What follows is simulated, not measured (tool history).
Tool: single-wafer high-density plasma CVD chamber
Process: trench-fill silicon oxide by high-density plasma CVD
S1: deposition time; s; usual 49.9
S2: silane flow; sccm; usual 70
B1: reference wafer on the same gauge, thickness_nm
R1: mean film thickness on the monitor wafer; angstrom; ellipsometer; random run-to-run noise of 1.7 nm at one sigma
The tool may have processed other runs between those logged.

run,hour,S1,S2,B1,R1
1,0.0,49.9,66,309.787,3208.22
2,59.5,49.9,66,309.793,3231.00
3,112.9,53.8,70,310.307,3676.01
4,174.1,49.9,70,309.830,3422.10
5,208.3,49.9,70,309.626,3421.72
6,273.2,49.9,70,309.865,3433.62
7,306.6,49.9,70,309.636,3436.76
8,352.6,43.7,70,309.785,3008.39
9,530.9,43.7,70,309.787,3003.37
10,573.6,43.7,70,309.975,2987.46
11,617.0,49.9,70,310.294,3430.71
12,687.4,49.9,70,310.580,3417.30
13,745.9,49.9,70,309.872,3445.59
14,796.7,44.6,62,310.261,2724.36
15,854.1,40.2,83,309.889,3269.19
16,886.4,54.0,62,310.100,3281.67
17,940.0,42.1,60,310.104,2468.25
18,1107.3,49.9,70,309.976,3453.32
19,1161.2,45.6,74,309.518,3295.74
20,1226.2,57.9,65,309.693,3669.12
21,1277.6,49.9,57,310.200,2796.40
22,1339.6,43.7,70,309.867,3000.04
23,1366.6,41.4,81,310.241,3279.73
24,1432.0,40.6,66,310.104,2620.38
25,1490.9,40.5,84,309.984,3321.73

Not shown: 3 entries that the log had between the listed runs. Between which runs, and how does the tool's hidden state differ before and after?
In the gap between runs 4 and 5: gauge calibrated (hour 201.4)
  no difference in the tool's unlogged condition between these two runs
In the gap between runs 14 and 15: silane flow controller replaced (hour 843.6)
  no difference in the tool's unlogged condition between these two runs
In the gap between runs 19 and 20: gauge calibrated (hour 1166.4)
  no difference in the tool's unlogged condition between these two runs
